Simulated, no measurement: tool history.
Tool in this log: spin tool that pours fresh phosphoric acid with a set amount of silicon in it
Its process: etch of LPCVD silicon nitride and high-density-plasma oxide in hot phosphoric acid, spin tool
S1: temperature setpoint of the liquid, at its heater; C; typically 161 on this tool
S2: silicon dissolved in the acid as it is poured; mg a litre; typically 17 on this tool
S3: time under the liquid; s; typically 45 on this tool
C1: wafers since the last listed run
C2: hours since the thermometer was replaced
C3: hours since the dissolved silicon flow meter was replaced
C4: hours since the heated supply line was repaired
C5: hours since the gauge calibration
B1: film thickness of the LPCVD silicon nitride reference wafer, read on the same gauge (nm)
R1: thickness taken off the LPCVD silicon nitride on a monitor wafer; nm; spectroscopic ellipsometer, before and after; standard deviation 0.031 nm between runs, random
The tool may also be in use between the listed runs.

| run | day | S1 | S2 | S3 | C1 | C2 | C3 | C4 | C5 | B1 | R1 |
|---|---|---|---|---|---|---|---|---|---|---|---|
| 1 | 0 | 161 | 17 | 45 | 0 | 2679.2 | 351.1 | 3261.4 | 237 | 60.017 | 3.692 |
| 2 | 1.712 | 161 | 17 | 45 | 817 | 2720.3 | 392.2 | 3302.5 | 278.1 | 59.988 | 3.698 |
|  | 3.646 | thermometer replaced |
| 3 | 3.712 | 161 | 27 | 45 | 935 | 1.6 | 440.2 | 3350.5 | 326.1 | 60.033 | 3.695 |
| 4 | 4.733 | 161 | 17 | 45 | 487 | 26.1 | 464.7 | 3375 | 350.6 | 59.987 | 3.677 |
|  | 6.596 | dissolved silicon flow meter replaced |
| 5 | 7.325 | 161 | 17 | 70 | 1217 | 88.3 | 17.5 | 3437.2 | 412.8 | 59.982 | 5.796 |
| 6 | 10.304 | 161 | 25 | 70 | 1422 | 159.8 | 89 | 3508.7 | 484.3 | 60.015 | 5.689 |
| 7 | 11.929 | 159.5 | 9 | 35 | 776 | 198.8 | 128 | 3547.7 | 523.3 | 60.007 | 2.711 |
| 8 | 14.892 | 162 | 26.5 | 35 | 1414 | 269.9 | 199.1 | 3618.8 | 594.4 | 60.004 | 2.961 |
| 9 | 16.75 | 161 | 17 | 55 | 887 | 314.5 | 243.7 | 3663.4 | 639 | 59.984 | 4.44 |
| 10 | 18.679 | 158 | 4 | 70 | 921 | 360.8 | 290 | 3709.7 | 685.3 | 60.021 | 4.956 |
| 11 | 21.033 | 162 | 4 | 45 | 1124 | 417.3 | 346.5 | 3766.2 | 741.8 | 59.985 | 3.734 |
|  | 21.875 | heated supply line repaired |
| 12 | 22.108 | 161 | 17 | 65 | 493 | 443.1 | 372.3 | 5.6 | 767.6 | 60.025 | 5.896 |
| 13 | 24.529 | 161 | 17 | 25 | 1156 | 501.2 | 430.4 | 63.7 | 825.7 | 60.001 | 2.265 |
| 14 | 26.371 | 160 | 10 | 45 | 879 | 545.4 | 474.6 | 107.9 | 869.9 | 60.022 | 3.922 |
| 15 | 27.654 | 163 | 17 | 40 | 612 | 576.2 | 505.4 | 138.7 | 900.7 | 59.991 | 3.885 |
| 16 | 29.379 | 161 | 17 | 45 | 823 | 617.6 | 546.8 | 180.1 | 942.1 | 59.992 | 4.042 |
|  | 29.454 | dissolved silicon flow meter replaced |
| 17 | 31.671 | 161 | 17 | 45 | 1074 | 672.6 | 53.2 | 235.1 | 997.1 | 59.997 | 4.073 |
| 18 | 32.746 | 162.5 | 17 | 45 | 513 | 698.4 | 79 | 260.9 | 1022.9 | 59.991 | 4.312 |
| 19 | 35.458 | 158 | 27.5 | 50 | 1295 | 763.5 | 144.1 | 326 | 1088 | 60.011 | 4.062 |
| 20 | 36.671 | 161 | 17 | 45 | 579 | 792.6 | 173.2 | 355.1 | 1117.1 | 59.979 | 4.02 |

Some steps in R1 between neighbouring runs. How much of each would the tool show without its hidden state too (settings, what came in, random variation), and how much is left for the hidden state, with any gauge scatter that isn't in both results?
What the log doesn't record here: liquid colder than its thermometer reads (K); dissolved silicon flow below the setpoint (%); temperature lost on the way to the wafer (K); gauge reads high (%).
Run 6 -> 7: S1 161 -> 159.5, S2 25 -> 9, S3 70 -> 35. R1 -2.978 nm: hidden state +0.429, all else -3.407.
Run 11 -> 12: S1 162 -> 161, S2 4 -> 17, S3 45 -> 65, heated supply line repaired. R1 +2.162 nm: hidden state +0.44, all else +1.722.
Run 12 -> 13: S3 65 -> 25. R1 -3.631 nm: hidden state +0.084, all else -3.715.
